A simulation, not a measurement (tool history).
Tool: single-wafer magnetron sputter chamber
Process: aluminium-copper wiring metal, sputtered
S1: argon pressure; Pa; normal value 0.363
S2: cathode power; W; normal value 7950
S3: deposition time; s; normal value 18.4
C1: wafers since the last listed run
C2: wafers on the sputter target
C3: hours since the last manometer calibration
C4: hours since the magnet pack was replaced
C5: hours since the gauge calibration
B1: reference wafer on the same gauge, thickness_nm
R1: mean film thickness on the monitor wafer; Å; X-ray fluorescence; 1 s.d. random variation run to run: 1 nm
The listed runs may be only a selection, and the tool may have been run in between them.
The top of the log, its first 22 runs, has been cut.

{"run": 23, "day": 23.792, "S1": 0.363, "S2": 7950, "S3": 18.4, "C1": 536, "C2": 3354, "C3": 216.7, "C4": 309, "C5": 491.5, "B1": 299.366, "R1": 2482.18}
{"day": 23.821, "done": "gauge calibrated"}
{"day": 25.033, "done": "sputter target and shields replaced"}
{"run": 24, "day": 25.054, "S1": 0.244, "S2": 6150, "S3": 18.4, "C1": 541, "C2": 11, "C3": 247, "C4": 339.3, "C5": 29.6, "B1": 298.964, "R1": 2489.59}
{"run": 25, "day": 25.612, "S1": 0.265, "S2": 7950, "S3": 18.4, "C1": 325, "C2": 336, "C3": 260.4, "C4": 352.7, "C5": 43, "B1": 298.862, "R1": 3020.52}
{"run": 26, "day": 26.162, "S1": 0.47, "S2": 7950, "S3": 18.4, "C1": 320, "C2": 657, "C3": 273.6, "C4": 365.9, "C5": 56.2, "B1": 298.965, "R1": 2205.6}
{"run": 27, "day": 27.379, "S1": 0.443, "S2": 8800, "S3": 18.4, "C1": 708, "C2": 1366, "C3": 302.8, "C4": 395.1, "C5": 85.4, "B1": 298.835, "R1": 2503.8}
{"run": 28, "day": 28.579, "S1": 0.363, "S2": 7950, "S3": 18.4, "C1": 699, "C2": 2065, "C3": 331.6, "C4": 423.9, "C5": 114.2, "B1": 298.649, "R1": 2535.1}
{"run": 29, "day": 29.096, "S1": 0.409, "S2": 7000, "S3": 21.6, "C1": 301, "C2": 2366, "C3": 344, "C4": 436.3, "C5": 126.6, "B1": 298.956, "R1": 2498.76}
{"run": 30, "day": 29.675, "S1": 0.363, "S2": 7950, "S3": 18.4, "C1": 337, "C2": 2703, "C3": 357.9, "C4": 450.2, "C5": 140.5, "B1": 298.838, "R1": 2522.24}
{"run": 31, "day": 30.562, "S1": 0.363, "S2": 7950, "S3": 18.4, "C1": 517, "C2": 3220, "C3": 379.2, "C4": 471.5, "C5": 161.8, "B1": 298.827, "R1": 2506.62}
{"run": 32, "day": 31.179, "S1": 0.441, "S2": 7000, "S3": 18.4, "C1": 359, "C2": 3580, "C3": 394, "C4": 486.3, "C5": 176.6, "B1": 298.687, "R1": 1989.4}
{"day": 32.146, "done": "sputter target and shields replaced"}
{"run": 33, "day": 32.55, "S1": 0.363, "S2": 6100, "S3": 20.9, "C1": 604, "C2": 235, "C3": 426.9, "C4": 519.2, "C5": 209.5, "B1": 298.967, "R1": 2322.75}

Each row is a separate what-if for the run after 33, all from the same tool condition, not one after another. Results?
{"run": "A", "day": 32.567, "S1": 0.363, "S2": 8900, "S3": 18.4, "C1": 9, "C2": 245, "C3": 427.3, "C4": 519.6, "C5": 209.9, "B1": "?", "R1": "?"}
{"run": "B", "day": 32.567, "S1": 0.277, "S2": 7950, "S3": 15.7, "C1": 9, "C2": 245, "C3": 427.3, "C4": 519.6, "C5": 209.9, "B1": "?", "R1": "?"}
{"run": "C", "day": 32.567, "S1": 0.363, "S2": 7950, "S3": 21.3, "C1": 9, "C2": 245, "C3": 427.3, "C4": 519.6, "C5": 209.9, "B1": "?", "R1": "?"}
{"run": "D", "day": 32.567, "S1": 0.505, "S2": 9800, "S3": 18.4, "C1": 9, "C2": 245, "C3": 427.3, "C4": 519.6, "C5": 209.9, "B1": "?", "R1": "?"}
{"run": "E", "day": 32.567, "S1": 0.283, "S2": 7950, "S3": 18.4, "C1": 9, "C2": 245, "C3": 427.3, "C4": 519.6, "C5": 209.9, "B1": "?", "R1": "?"}

run=A B1=299.291 R1=2874.33
run=B B1=299.291 R1=2529.85
run=C B1=299.291 R1=3010.79
run=D B1=299.291 R1=2558.4
run=E B1=299.291 R1=2937.35
Take away the tool's hidden state, keep each run's random variation, and the runs would have read:
run=A R1=2888.7
run=B R1=2542.5
run=C R1=3025.84
run=D R1=2571.19
run=E R1=2952.04

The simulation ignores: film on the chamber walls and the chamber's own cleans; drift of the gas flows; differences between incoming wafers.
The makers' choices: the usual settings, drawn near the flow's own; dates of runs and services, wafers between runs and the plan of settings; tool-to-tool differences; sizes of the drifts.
